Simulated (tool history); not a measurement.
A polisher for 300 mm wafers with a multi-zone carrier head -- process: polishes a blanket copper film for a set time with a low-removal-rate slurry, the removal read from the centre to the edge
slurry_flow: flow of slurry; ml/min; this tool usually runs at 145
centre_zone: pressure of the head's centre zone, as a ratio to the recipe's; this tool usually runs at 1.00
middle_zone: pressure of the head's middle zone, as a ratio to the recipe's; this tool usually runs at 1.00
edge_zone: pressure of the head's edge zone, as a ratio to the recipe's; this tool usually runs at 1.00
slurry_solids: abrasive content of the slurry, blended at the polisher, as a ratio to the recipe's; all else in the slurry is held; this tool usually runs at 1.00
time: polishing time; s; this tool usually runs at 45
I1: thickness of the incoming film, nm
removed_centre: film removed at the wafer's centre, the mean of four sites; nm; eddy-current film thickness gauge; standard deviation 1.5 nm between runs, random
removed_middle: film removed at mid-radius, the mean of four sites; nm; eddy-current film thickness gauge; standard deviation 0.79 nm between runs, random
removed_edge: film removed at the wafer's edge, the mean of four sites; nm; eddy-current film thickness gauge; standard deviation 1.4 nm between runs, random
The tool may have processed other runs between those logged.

Run 1, hour 0.0: usual settings but edge_zone 1.09; I1 1267.1. Result: removed_centre 109.6 nm, removed_middle 101.9 nm, removed_edge 104.8 nm.
At hour 12.2: worn pad replaced by a new one.
Run 2, hour 12.7: usual settings but middle_zone 1.06, slurry_solids 1.15; I1 1261.5. Result: removed_centre 123.6 nm, removed_middle 126.5 nm, removed_edge 118.6 nm.
Run 3, hour 26.3: usual settings; I1 1261.8. Result: removed_centre 118.5 nm, removed_middle 114.4 nm, removed_edge 111.1 nm.
Run 4, hour 44.1: usual settings but slurry_flow 165 ml/min, centre_zone 0.97, edge_zone 1.09; I1 1269.5. Result: removed_centre 114.3 nm, removed_middle 112.8 nm, removed_edge 115.5 nm.
Run 5, hour 54.3: usual settings but centre_zone 0.96, edge_zone 0.91; I1 1293.9. Result: removed_centre 110.2 nm, removed_middle 111.4 nm, removed_edge 106.9 nm.
Run 6, hour 71.7: usual settings but slurry_flow 115 ml/min; I1 1278.0. Result: removed_centre 105.9 nm, removed_middle 103.5 nm, removed_edge 103.7 nm.
Run 7, hour 84.6: usual settings but slurry_flow 110 ml/min, centre_zone 0.93, edge_zone 0.93, time 34 s; I1 1286.9. Result: removed_centre 71.5 nm, removed_middle 76.0 nm, removed_edge 75.3 nm.
Run 8, hour 99.6: usual settings but slurry_flow 180 ml/min, centre_zone 1.03; I1 1303.0. Result: removed_centre 117.3 nm, removed_middle 110.2 nm, removed_edge 106.6 nm.
Run 9, hour 112.5: usual settings but centre_zone 0.96, middle_zone 0.93; I1 1257.2. Result: removed_centre 102.2 nm, removed_middle 98.0 nm, removed_edge 99.7 nm.
Run 10, hour 126.7: usual settings; I1 1293.0. Result: removed_centre 104.3 nm, removed_middle 102.2 nm, removed_edge 97.5 nm.
Run 11, hour 143.2: usual settings but time 50 s; I1 1267.7. Result: removed_centre 115.8 nm, removed_middle 111.2 nm, removed_edge 108.0 nm.
At hour 150.6: worn pad replaced by a new one.
At hour 160.3: edge zone pressure recalibrated.
Run 12, hour 160.8: usual settings but middle_zone 0.94, edge_zone 1.10; I1 1286.8. Result: removed_centre 114.7 nm, removed_middle 105.3 nm, removed_edge 115.6 nm.
Run 13, hour 175.5: usual settings but slurry_flow 105 ml/min, middle_zone 1.10, time 33 s; I1 1289.7. Result: removed_centre 76.5 nm, removed_middle 81.2 nm, removed_edge 76.9 nm.
Run 14, hour 184.5: usual settings but slurry_flow 165 ml/min, centre_zone 0.97, edge_zone 1.09; I1 1268.2. Result: removed_centre 115.4 nm, removed_middle 112.3 nm, removed_edge 113.2 nm.
Run 15, hour 191.0: usual settings; I1 1291.9. Result: removed_centre 109.6 nm, removed_middle 108.5 nm, removed_edge 107.0 nm.
Run 16, hour 202.7: usual settings; I1 1305.4. Result: removed_centre 110.7 nm, removed_middle 107.2 nm, removed_edge 106.5 nm.
Run 17, hour 213.1: usual settings but slurry_flow 105 ml/min, edge_zone 1.07, time 52 s; I1 1285.4. Result: removed_centre 113.8 nm, removed_middle 114.3 nm, removed_edge 118.6 nm.
Run 18, hour 231.0: usual settings but slurry_flow 125 ml/min, slurry_solids 1.15; I1 1291.0. Result: removed_centre 108.5 nm, removed_middle 105.1 nm, removed_edge 104.6 nm.
Run 19, hour 243.5: usual settings but slurry_flow 110 ml/min, centre_zone 1.09, time 55 s; I1 1274.0. Result: removed_centre 132.6 nm, removed_middle 116.8 nm, removed_edge 118.0 nm.
Run 20, hour 261.1: usual settings but slurry_flow 130 ml/min, middle_zone 1.12, slurry_solids 0.90, time 59 s; I1 1278.2. Result: removed_centre 128.1 nm, removed_middle 135.3 nm, removed_edge 125.7 nm.
Run 21, hour 276.1: usual settings but middle_zone 0.93, edge_zone 0.96, slurry_solids 1.10, time 59 s; I1 1266.5. Result: removed_centre 138.4 nm, removed_middle 124.8 nm, removed_edge 131.5 nm.
At hour 283.6: worn pad replaced by a new one.
Run 22, hour 294.1: usual settings but edge_zone 1.09; I1 1272.1. Result: removed_centre 114.5 nm, removed_middle 111.3 nm, removed_edge 115.2 nm.

Measured minus without-hidden-state, run by run (identical run-to-run variation in each term; gauge scatter may differ):
Unlogged tool condition in this case: removal rate lost through wear of the pad, %; slurry flow missing at the pad, %; deviation of the centre zone's pressure from its setpoint, %; deviation of the edge zone's pressure from its setpoint, %.
run  removed_centre  removed_middle  removed_edge
  1           -16.4           -15.2         -15.5
  2            -4.1            -4.1          -3.7
  3            -5.6            -5.3          -5.0
  4            -7.5            -7.3          -7.3
  5            -8.5            -8.6          -8.0
  6           -10.6           -10.2         -10.0
  7            -8.3            -8.7          -8.3
  8           -15.2           -14.2         -13.5
  9           -15.1           -14.4         -14.3
 10           -17.4           -16.9         -15.8
 11           -21.9           -20.9         -19.8
 12            -6.5            -5.8          -5.9
 13            -6.0            -6.2          -5.5
 14            -9.5            -9.1          -8.7
 15           -10.0            -9.7          -9.1
 16           -11.8           -11.2         -10.5
 17           -14.4           -14.1         -13.7
 18           -15.9           -15.1         -14.2
 19           -22.2           -19.1         -18.2
 20           -24.2           -24.9         -22.1
 21           -28.6           -25.3         -25.7
 22            -7.8            -7.1          -6.5
